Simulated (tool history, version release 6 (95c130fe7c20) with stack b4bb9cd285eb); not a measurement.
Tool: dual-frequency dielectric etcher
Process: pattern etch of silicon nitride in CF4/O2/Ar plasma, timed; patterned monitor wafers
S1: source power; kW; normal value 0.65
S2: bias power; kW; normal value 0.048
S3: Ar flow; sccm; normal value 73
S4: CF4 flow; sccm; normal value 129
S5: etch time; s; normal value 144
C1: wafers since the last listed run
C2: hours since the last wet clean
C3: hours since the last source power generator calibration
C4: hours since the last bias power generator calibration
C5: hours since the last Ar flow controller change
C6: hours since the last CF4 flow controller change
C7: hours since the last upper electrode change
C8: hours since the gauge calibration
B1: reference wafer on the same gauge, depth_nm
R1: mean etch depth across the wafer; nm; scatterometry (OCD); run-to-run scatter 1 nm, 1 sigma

Run 1, hour 0: usual settings; C1 0; C2 39.7; C3 3958.6; C4 2313.6; C5 4349.8; C6 3608.6; C7 3615; C8 341.2; B1 283.6. Result: R1 353.1 nm.
Run 2, hour 171.1: usual settings but S4 105 sccm; C1 1055; C2 210.8; C3 4129.7; C4 2484.7; C5 4520.9; C6 3779.7; C7 3786.1; C8 512.3; B1 284. Result: R1 345.7 nm.
Run 3, hour 231.3: usual settings but S4 105 sccm; C1 371; C2 271; C3 4189.9; C4 2544.9; C5 4581.1; C6 3839.9; C7 3846.3; C8 572.5; B1 283.8. Result: R1 348 nm.
Run 4, hour 258.2: usual settings but S4 105 sccm; C1 165; C2 297.9; C3 4216.8; C4 2571.8; C5 4608; C6 3866.8; C7 3873.2; C8 599.4; B1 283.8. Result: R1 348.2 nm.
Run 5, hour 295.5: usual settings; C1 230; C2 335.2; C3 4254.1; C4 2609.1; C5 4645.3; C6 3904.1; C7 3910.5; C8 636.7; B1 284. Result: R1 354.2 nm.
Run 6, hour 336.8: usual settings but S3 65 sccm; C1 254; C2 376.5; C3 4295.4; C4 2650.4; C5 4686.6; C6 3945.4; C7 3951.8; C8 678; B1 284.1. Result: R1 357.2 nm.
Run 7, hour 405.2: usual settings but S3 65 sccm; C1 421; C2 444.9; C3 4363.8; C4 2718.8; C5 4755; C6 4013.8; C7 4020.2; C8 746.4; B1 284.4. Result: R1 359.5 nm.
Run 8, hour 448.6: usual settings; C1 267; C2 488.3; C3 4407.2; C4 2762.2; C5 4798.4; C6 4057.2; C7 4063.6; C8 789.8; B1 284. Result: R1 354 nm.
At hour 516: upper electrode replaced.
Run 9, hour 516.5: usual settings; C1 270; C2 556.2; C3 4475.1; C4 2830.1; C5 4866.3; C6 4125.1; C7 0.5; C8 857.7; B1 283.9. Result: R1 352.9 nm.
Run 10, hour 530.4: usual settings; C1 85; C2 570.1; C3 4489; C4 2844; C5 4880.2; C6 4139; C7 14.4; C8 871.6; B1 284. Result: R1 354.2 nm.
At hour 576.8: wet clean of the chamber.
At hour 576.9: CF4 flow controller replaced.
At hour 583: bias power generator calibrated.
Run 11, hour 583.5: usual settings but S1 0.8 kW, S4 142 sccm, S5 117 s; C1 154; C2 6.7; C3 4542.1; C4 0.5; C5 4933.3; C6 6.6; C7 67.5; C8 924.7; B1 284.1. Result: R1 360 nm.
At hour 600.2: gauge calibrated.
At hour 620.1: source power generator calibrated.
At hour 621.4: Ar flow controller replaced.
Run 12, hour 638.4: usual settings; C1 305; C2 61.6; C3 18.3; C4 55.4; C5 17; C6 61.5; C7 122.4; C8 38.2; B1 284.2. Result: R1 334.9 nm.
Run 13, hour 678.3: usual settings but S1 0.52 kW, S5 175 s; C1 246; C2 101.5; C3 58.2; C4 95.3; C5 56.9; C6 101.4; C7 162.3; C8 78.1; B1 284.2. Result: R1 319.1 nm.
Run 14, hour 749: usual settings but S2 0.039 kW; C1 436; C2 172.2; C3 128.9; C4 166; C5 127.6; C6 172.1; C7 233; C8 148.8; B1 284.3. Result: R1 308.6 nm.
Run 15, hour 886.4: usual settings but S1 0.73 kW, S2 0.043 kW, S4 151 sccm, S5 114.5 s; C1 847; C2 309.6; C3 266.3; C4 303.4; C5 265; C6 309.5; C7 370.4; C8 286.2; B1 283.8. Result: R1 294.7 nm.
Run 16, hour 940.4: usual settings but S1 0.61 kW, S2 0.052 kW, S3 63 sccm, S4 154 sccm; C1 333; C2 363.6; C3 320.3; C4 357.4; C5 319; C6 363.5; C7 424.4; C8 340.2; B1 283.9. Result: R1 333.3 nm.
Run 17, hour 1009.5: usual settings; C1 426; C2 432.7; C3 389.4; C4 426.5; C5 388.1; C6 432.6; C7 493.5; C8 409.3; B1 284.1. Result: R1 336.4 nm.
Run 18, hour 1042.3: usual settings but S3 89 sccm, S5 128 s; C1 202; C2 465.5; C3 422.2; C4 459.3; C5 420.9; C6 465.4; C7 526.3; C8 442.1; B1 283.8. Result: R1 293.1 nm.
Run 19, hour 1107.9: usual settings but S1 0.73 kW, S4 109 sccm; C1 404; C2 531.1; C3 487.8; C4 524.9; C5 486.5; C6 531; C7 591.9; C8 507.7; B1 284.2. Result: R1 373.9 nm.
Run 20, hour 1175: usual settings but S1 0.72 kW, S2 0.042 kW, S4 119 sccm, S5 178 s; C1 413; C2 598.2; C3 554.9; C4 592; C5 553.6; C6 598.1; C7 659; C8 574.8; B1 284.3. Result: R1 438.5 nm.
At hour 1215.7: wet clean of the chamber.
Run 21, hour 1216.2: usual settings but S2 0.058 kW, S3 64 sccm, S4 112 sccm; C1 106; C2 0.5; C3 596.1; C4 633.2; C5 594.8; C6 639.3; C7 700.2; C8 616; B1 284.1. Result: R1 361.8 nm.
Run 22, hour 1268.6: usual settings but S2 0.053 kW; C1 323; C2 52.9; C3 648.5; C4 685.6; C5 647.2; C6 691.7; C7 752.6; C8 668.4; B1 284.1. Result: R1 351.8 nm.

Here are 3 independent what-if runs from the current tool condition. What would each one return?
Run A, hour 1269.1: usual settings; C1 3; C2 53.4; C3 649; C4 686.1; C5 647.7; C6 692.2; C7 753.1; C8 668.9; B1 ?. Result: R1 ?.
Run B, hour 1269.1: usual settings but S2 0.037 kW, S4 157 sccm, S5 110.5 s; C1 3; C2 53.4; C3 649; C4 686.1; C5 647.7; C6 692.2; C7 753.1; C8 668.9; B1 ?. Result: R1 ?.
Run C, hour 1269.1: usual settings but S4 148 sccm; C1 3; C2 53.4; C3 649; C4 686.1; C5 647.7; C6 692.2; C7 753.1; C8 668.9; B1 ?. Result: R1 ?.

run     B1     R1
  A  283.8  336.5
  B  283.8  237.2
  C  283.8  340.3
Had the tool no hidden state, the same runs would have come out as:
run     R1
  A  334.9
  B  236.1
  C  338.7
